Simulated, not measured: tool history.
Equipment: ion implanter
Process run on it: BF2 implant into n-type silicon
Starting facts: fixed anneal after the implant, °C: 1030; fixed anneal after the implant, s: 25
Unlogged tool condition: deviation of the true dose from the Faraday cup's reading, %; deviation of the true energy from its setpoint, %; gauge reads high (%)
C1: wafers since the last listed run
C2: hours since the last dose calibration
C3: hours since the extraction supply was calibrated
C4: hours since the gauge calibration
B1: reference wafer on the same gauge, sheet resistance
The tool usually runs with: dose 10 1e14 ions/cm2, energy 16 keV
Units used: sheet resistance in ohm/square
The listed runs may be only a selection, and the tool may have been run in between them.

run 1 day=0 | dose=10 energy=16 | C1=0 C2=611.3 C3=1310 C4=1567.9 | B1=157.89 | sheet_resistance=160.36
run 2 day=3.708 | dose=10 energy=16 | C1=1387 C2=700.3 C3=1399 C4=1656.9 | B1=157.97 | sheet_resistance=160.25
run 3 day=5.525 | dose=10 energy=16 | C1=679 C2=743.9 C3=1442.6 C4=1700.5 | B1=158.04 | sheet_resistance=160.86
run 4 day=7.262 | dose=10 energy=16 | C1=650 C2=785.6 C3=1484.3 C4=1742.2 | B1=157.84 | sheet_resistance=160.65
run 5 day=9 | dose=10 energy=16 | C1=650 C2=827.3 C3=1526 C4=1783.9 | B1=157.99 | sheet_resistance=160.28
run 6 day=12.85 | dose=10 energy=16 | C1=1440 C2=919.7 C3=1618.4 C4=1876.3 | B1=157.98 | sheet_resistance=161.19
run 7 day=16.033 | dose=10 energy=16 | C1=1191 C2=996.1 C3=1694.8 C4=1952.7 | B1=157.99 | sheet_resistance=160.58
run 8 day=17.658 | dose=10 energy=16 | C1=608 C2=1035.1 C3=1733.8 C4=1991.7 | B1=157.96 | sheet_resistance=161.37
run 9 day=19.167 | dose=10 energy=16 | C1=564 C2=1071.3 C3=1770 C4=2027.9 | B1=158.11 | sheet_resistance=160.53
run 10 day=21.583 | dose=10 energy=16 | C1=904 C2=1129.3 C3=1828 C4=2085.9 | B1=157.94 | sheet_resistance=160.26
run 11 day=25.171 | dose=10 energy=16 | C1=1342 C2=1215.4 C3=1914.1 C4=2172 | B1=157.91 | sheet_resistance=160.58
-- day=25.408 gauge calibrated
run 12 day=26.879 | dose=10 energy=16 | C1=639 C2=1256.4 C3=1955.1 C4=35.3 | B1=158.03 | sheet_resistance=160.56
-- day=28.667 extraction supply calibrated
run 13 day=30.758 | dose=10 energy=16 | C1=1326 C2=1349.5 C3=50.2 C4=128.4 | B1=157.94 | sheet_resistance=159.41
run 14 day=34.371 | dose=11.2 energy=16 | C1=1351 C2=1436.2 C3=136.9 C4=215.1 | B1=157.9 | sheet_resistance=151.25
run 15 day=36.583 | dose=10 energy=12 | C1=827 C2=1489.3 C3=190 C4=268.2 | B1=158 | sheet_resistance=170.49
run 16 day=40.042 | dose=10 energy=16 | C1=1293 C2=1572.3 C3=273 C4=351.2 | B1=157.99 | sheet_resistance=160.08
-- day=43.412 extraction supply calibrated, repeated, since the last time left the tool worse
run 17 day=47.958 | dose=12.91 energy=19.5 | C1=2837 C2=1762.3 C3=109.1 C4=541.2 | B1=158.03 | sheet_resistance=137.13
run 18 day=49.558 | dose=8.3 energy=20 | C1=598 C2=1800.7 C3=147.5 C4=579.6 | B1=158.06 | sheet_resistance=169.58
run 19 day=53.346 | dose=7.02 energy=19 | C1=1417 C2=1891.6 C3=238.4 C4=670.5 | B1=157.9 | sheet_resistance=191
run 20 day=55.379 | dose=12.99 energy=16 | C1=760 C2=1940.4 C3=287.2 C4=719.3 | B1=158.06 | sheet_resistance=144.96
run 21 day=56.971 | dose=8.8 energy=11 | C1=595 C2=1978.6 C3=325.4 C4=757.5 | B1=157.89 | sheet_resistance=189.15
run 22 day=60.571 | dose=12.44 energy=19 | C1=1346 C2=2065 C3=411.8 C4=843.9 | B1=157.95 | sheet_resistance=139.67
-- day=61.108 Faraday cup replaced and dose calibrated
run 23 day=62.925 | dose=10 energy=16 | C1=756 C2=43.6 C3=468.3 C4=900.4 | B1=158.07 | sheet_resistance=160.81
run 24 day=66 | dose=10.92 energy=14.5 | C1=1150 C2=117.4 C3=542.1 C4=974.2 | B1=158.08 | sheet_resistance=158.47
run 25 day=70.558 | dose=10 energy=17.5 | C1=1705 C2=226.8 C3=651.5 C4=1083.6 | B1=157.95 | sheet_resistance=157.35
run 26 day=74.846 | dose=11.22 energy=11 | C1=1604 C2=329.7 C3=754.4 C4=1186.5 | B1=157.97 | sheet_resistance=168.62
run 27 day=78.521 | dose=12.95 energy=17.5 | C1=1375 C2=417.9 C3=842.6 C4=1274.7 | B1=158.01 | sheet_resistance=141.39
run 28 day=81.188 | dose=8.41 energy=16 | C1=997 C2=481.9 C3=906.6 C4=1338.7 | B1=158.1 | sheet_resistance=176.11
run 29 day=82.738 | dose=10 energy=16 | C1=579 C2=519.1 C3=943.8 C4=1375.9 | B1=158.01 | sheet_resistance=161.3

3 options for the next run, each taken on its own from the tool as it stands now. Forecast them:
run A day=82.754 | dose=10 energy=16 | C1=6 C2=519.5 C3=944.2 C4=1376.3 | B1=? | sheet_resistance=?
run B day=82.754 | dose=7.73 energy=20.5 | C1=6 C2=519.5 C3=944.2 C4=1376.3 | B1=? | sheet_resistance=?
run C day=82.754 | dose=12.24 energy=14.5 | C1=6 C2=519.5 C3=944.2 C4=1376.3 | B1=? | sheet_resistance=?

run=A B1=158.03 sheet_resistance=161.49
run=B B1=158.03 sheet_resistance=176.27
run=C B1=158.03 sheet_resistance=152.14
Had the tool no hidden state, the same runs would have come out as:
run=A sheet_resistance=161.92
run=B sheet_resistance=176.66
run=C sheet_resistance=152.54
